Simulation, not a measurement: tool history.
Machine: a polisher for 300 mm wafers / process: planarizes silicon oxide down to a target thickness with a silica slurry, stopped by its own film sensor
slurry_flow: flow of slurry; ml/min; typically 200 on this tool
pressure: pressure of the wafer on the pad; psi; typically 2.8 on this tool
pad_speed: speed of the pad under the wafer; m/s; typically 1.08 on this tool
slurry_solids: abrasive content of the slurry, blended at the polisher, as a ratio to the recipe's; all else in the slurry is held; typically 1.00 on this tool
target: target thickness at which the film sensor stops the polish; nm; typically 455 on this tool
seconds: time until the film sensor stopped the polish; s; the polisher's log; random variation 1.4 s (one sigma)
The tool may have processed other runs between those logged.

run,day,slurry_flow,pressure,pad_speed,slurry_solids,target,wafers since the last listed run,wafers polished on this pad,hours since the slurry nozzle was cleaned,hours since the head pressure was calibrated,hours since the slurry blender was calibrated,hours since the conditioning disc was replaced,"incoming thickness of the incoming film, nm",seconds
1,0.000,200,2.8,1.08,1.00,455,0,149,0.5,1559.1,17.0,42.5,662.9,103.9
2,0.538,200,2.8,1.08,1.15,455,116,265,13.4,1572.0,29.9,55.4,674.8,102.3
# day 0.733: head pressure recalibrated
3,0.938,200,2.8,1.08,1.15,455,68,333,23.0,4.9,39.5,65.0,661.4,97.9
4,1.233,200,2.8,1.08,1.00,455,63,397,30.1,12.0,46.6,72.1,667.8,110.5
5,1.854,200,2.4,1.08,0.75,480,134,531,45.0,26.9,61.5,87.0,658.9,116.5
6,2.588,200,2.8,1.08,1.00,488,158,690,62.6,44.5,79.1,104.6,680.9,100.1
7,3.325,200,2.8,1.08,1.00,455,159,849,80.3,62.2,96.8,122.3,679.5,117.8
8,3.662,200,3.5,1.08,1.00,455,72,922,88.4,70.3,104.9,130.4,673.8,103.8
9,4.275,165,2.8,0.76,1.00,455,132,1054,103.1,85.0,119.6,145.1,671.1,161.1
10,4.896,200,3.5,0.96,1.25,425,134,1188,118.0,99.9,134.5,160.0,666.9,120.9
11,5.350,200,2.8,1.08,1.00,455,98,1286,128.9,110.8,145.4,170.9,658.1,117.2
# day 5.921: worn pad replaced by a new one
12,5.975,160,2.3,1.20,1.00,484,99,11,143.9,125.8,160.4,185.9,671.2,98.6
13,6.596,200,2.8,1.08,1.25,455,134,145,158.8,140.7,175.3,200.8,664.8,98.7
14,7.421,200,2.8,1.08,1.00,455,178,323,178.6,160.5,195.1,220.6,674.6,113.0
15,7.683,200,2.8,1.08,1.00,455,56,380,184.9,166.8,201.4,226.9,675.8,113.5
16,8.054,200,2.8,1.08,1.00,455,80,460,193.8,175.7,210.3,235.8,662.2,107.4
# day 8.504: slurry blender recalibrated
17,8.783,200,2.8,1.08,1.00,455,139,600,211.3,193.2,6.7,253.3,662.8,109.3
18,9.129,200,1.8,1.08,1.00,386,74,674,219.6,201.5,15.0,261.6,665.7,182.9
19,9.717,200,2.8,0.84,0.90,525,126,801,233.7,215.6,29.1,275.7,668.8,96.5
20,10.188,170,2.8,1.08,1.30,455,101,903,245.0,226.9,40.4,287.0,659.5,100.1
21,10.862,140,2.8,1.08,1.00,455,145,1049,261.2,243.1,56.6,303.2,661.4,121.5
22,11.488,200,2.1,1.08,1.30,529,135,1184,276.2,258.1,71.6,318.2,665.5,78.4
23,12.192,200,2.8,1.08,1.00,455,152,1336,293.1,275.0,88.5,335.1,669.2,123.5
24,12.604,235,2.5,0.74,1.00,432,89,1425,303.0,284.9,98.4,345.0,669.7,194.4
# day 12.879: worn pad replaced by a new one
25,13.121,200,2.8,1.08,1.00,455,75,52,315.4,297.3,110.8,357.4,677.1,110.1

Forecast each of these 5 alternatives for the next run:
A,13.138,200,3.1,1.08,1.00,455,3,55,315.8,297.7,111.2,357.8,681.7,?
B,13.138,200,2.8,1.08,0.80,455,3,55,315.8,297.7,111.2,357.8,681.7,?
C,13.138,220,2.8,1.08,1.00,482,3,55,315.8,297.7,111.2,357.8,681.7,?
D,13.138,135,2.4,1.08,1.00,455,3,55,315.8,297.7,111.2,357.8,681.7,?
E,13.138,200,2.8,0.80,1.25,398,3,55,315.8,297.7,111.2,357.8,681.7,?

run,seconds
A,111.1
B,131.0
C,102.4
D,137.8
E,167.9
Take away the tool's hidden state, keep each run's random variation, and the runs would have read:
run,seconds
A,103.1
B,122.0
C,95.4
D,129.0
E,158.8

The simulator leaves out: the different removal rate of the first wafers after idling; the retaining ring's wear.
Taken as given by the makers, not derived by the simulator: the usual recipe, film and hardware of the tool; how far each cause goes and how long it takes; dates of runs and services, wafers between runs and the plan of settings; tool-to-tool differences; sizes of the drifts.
